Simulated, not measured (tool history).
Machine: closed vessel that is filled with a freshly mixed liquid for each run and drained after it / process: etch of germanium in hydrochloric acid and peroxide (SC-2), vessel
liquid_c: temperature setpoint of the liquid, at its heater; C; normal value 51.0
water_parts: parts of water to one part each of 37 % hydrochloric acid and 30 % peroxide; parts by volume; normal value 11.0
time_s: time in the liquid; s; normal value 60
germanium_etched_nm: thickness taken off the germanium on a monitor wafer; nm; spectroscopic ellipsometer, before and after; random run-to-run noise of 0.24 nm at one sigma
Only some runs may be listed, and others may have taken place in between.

| run | day | liquid_c | water_parts | time_s | wafers since the last listed run | hours since the thermometer was replaced | hours since the chemicals flow meter was replaced | hours since the drum of peroxide was connected | hours since the gauge calibration | read-back film thickness of the germanium reference wafer, read on the same gauge (nm) | germanium_etched_nm |
|---|---|---|---|---|---|---|---|---|---|---|---|
| 1 | 0.000 | 51.0 | 11.0 | 60 | 0 | 2552.5 | 2040.4 | 213.3 | 218.0 | 130.01 | 90.80 |
| 2 | 0.625 | 51.0 | 9.5 | 85 | 1162 | 2567.5 | 2055.4 | 228.3 | 233.0 | 130.00 | 130.48 |
| 3 | 1.233 | 51.0 | 9.5 | 85 | 1131 | 2582.1 | 2070.0 | 242.9 | 247.6 | 129.99 | 130.42 |
| 4 | 1.658 | 51.0 | 9.5 | 85 | 790 | 2592.3 | 2080.2 | 253.1 | 257.8 | 129.98 | 130.42 |
| 5 | 2.383 | 51.0 | 11.0 | 60 | 1348 | 2609.7 | 2097.6 | 270.5 | 275.2 | 130.02 | 90.78 |
| 6 | 3.088 | 51.0 | 11.0 | 60 | 1310 | 2626.6 | 2114.5 | 287.4 | 292.1 | 129.97 | 90.88 |
| 7 | 3.829 | 51.0 | 11.0 | 60 | 1379 | 2644.4 | 2132.3 | 305.2 | 309.9 | 130.01 | 90.31 |
| 8 | 4.225 | 51.0 | 11.0 | 60 | 736 | 2653.9 | 2141.8 | 314.7 | 319.4 | 130.00 | 90.80 |
|  | 4.396 | new drum of peroxide connected |
| 9 | 4.854 | 51.0 | 11.0 | 60 | 1092 | 2669.0 | 2156.9 | 11.0 | 334.5 | 130.01 | 91.62 |
| 10 | 5.296 | 51.0 | 11.0 | 60 | 821 | 2679.6 | 2167.5 | 21.6 | 345.1 | 130.00 | 91.04 |
| 11 | 5.783 | 51.0 | 11.0 | 60 | 906 | 2691.3 | 2179.2 | 33.3 | 356.8 | 129.97 | 90.90 |
| 12 | 6.088 | 51.0 | 11.0 | 60 | 565 | 2698.6 | 2186.5 | 40.6 | 364.1 | 130.01 | 91.71 |
| 13 | 6.575 | 51.0 | 11.0 | 60 | 906 | 2710.3 | 2198.2 | 52.3 | 375.8 | 129.99 | 91.22 |
|  | 7.367 | thermometer replaced |
| 14 | 8.638 | 51.0 | 11.0 | 60 | 3759 | 30.5 | 2247.7 | 101.8 | 425.3 | 130.02 | 91.28 |
| 15 | 8.925 | 60.5 | 11.0 | 60 | 534 | 37.4 | 2254.6 | 108.7 | 432.2 | 130.02 | 121.27 |
|  | 9.117 | chemicals flow meter replaced |
| 16 | 10.112 | 45.0 | 11.0 | 90 | 2131 | 65.9 | 23.9 | 137.2 | 460.7 | 130.01 | 113.15 |
| 17 | 10.712 | 58.5 | 11.0 | 80 | 1116 | 80.3 | 38.3 | 151.6 | 475.1 | 130.00 | 151.41 |
| 18 | 10.992 | 51.0 | 11.0 | 60 | 519 | 87.0 | 45.0 | 158.3 | 481.8 | 130.01 | 90.98 |
| 19 | 11.583 | 43.5 | 15.0 | 35 | 1100 | 101.2 | 59.2 | 172.5 | 496.0 | 129.99 | 40.27 |
| 20 | 12.004 | 55.0 | 14.0 | 80 | 782 | 111.3 | 69.3 | 182.6 | 506.1 | 129.99 | 131.78 |
| 21 | 12.638 | 51.0 | 13.5 | 60 | 1178 | 126.5 | 84.5 | 197.8 | 521.3 | 130.01 | 88.55 |
| 22 | 12.912 | 51.0 | 11.0 | 60 | 511 | 133.1 | 91.1 | 204.4 | 527.9 | 130.03 | 90.76 |
|  | 13.229 | gauge calibrated |
| 23 | 13.517 | 51.0 | 11.0 | 40 | 1123 | 147.6 | 105.6 | 218.9 | 6.9 | 130.01 | 60.80 |
| 24 | 14.812 | 45.0 | 9.0 | 75 | 2410 | 178.7 | 136.7 | 250.0 | 38.0 | 129.97 | 95.34 |
| 25 | 15.479 | 56.0 | 6.5 | 60 | 1240 | 194.7 | 152.7 | 266.0 | 54.0 | 129.98 | 111.00 |
| 26 | 16.150 | 51.0 | 11.0 | 60 | 1247 | 210.8 | 168.8 | 282.1 | 70.1 | 129.97 | 90.45 |
| 27 | 16.412 | 51.0 | 14.5 | 35 | 488 | 217.1 | 175.1 | 288.4 | 76.4 | 130.01 | 50.68 |
| 28 | 17.129 | 51.0 | 11.0 | 60 | 1333 | 234.3 | 192.3 | 305.6 | 93.6 | 129.98 | 90.22 |
| 29 | 17.692 | 44.0 | 9.5 | 70 | 1046 | 247.8 | 205.8 | 319.1 | 107.1 | 130.01 | 85.13 |

Below, some changes in germanium_etched_nm between adjacent runs. For each, the amount present without the hidden state too (settings, incoming material, random variation) and the amount remaining for the hidden state with gauge scatter not shared by both compared results:
The tool's hidden condition here consists of: liquid hotter than its thermometer reads (K); chemicals flow below the setpoint (%); peroxide weaker than its label (%); gauge reads high (%).
Run 8 -> 9: new drum of peroxide connected. germanium_etched_nm +0.82 nm: hidden state +0.77, all else +0.05.
Run 17 -> 18: liquid_c 58.5 -> 51.0, time_s 80 -> 60. germanium_etched_nm -60.43 nm: hidden state +0.47, all else -60.90.
Run 19 -> 20: liquid_c 43.5 -> 55.0, water_parts 15.0 -> 14.0, time_s 35 -> 80. germanium_etched_nm +91.51 nm: hidden state -0.96, all else +92.47.

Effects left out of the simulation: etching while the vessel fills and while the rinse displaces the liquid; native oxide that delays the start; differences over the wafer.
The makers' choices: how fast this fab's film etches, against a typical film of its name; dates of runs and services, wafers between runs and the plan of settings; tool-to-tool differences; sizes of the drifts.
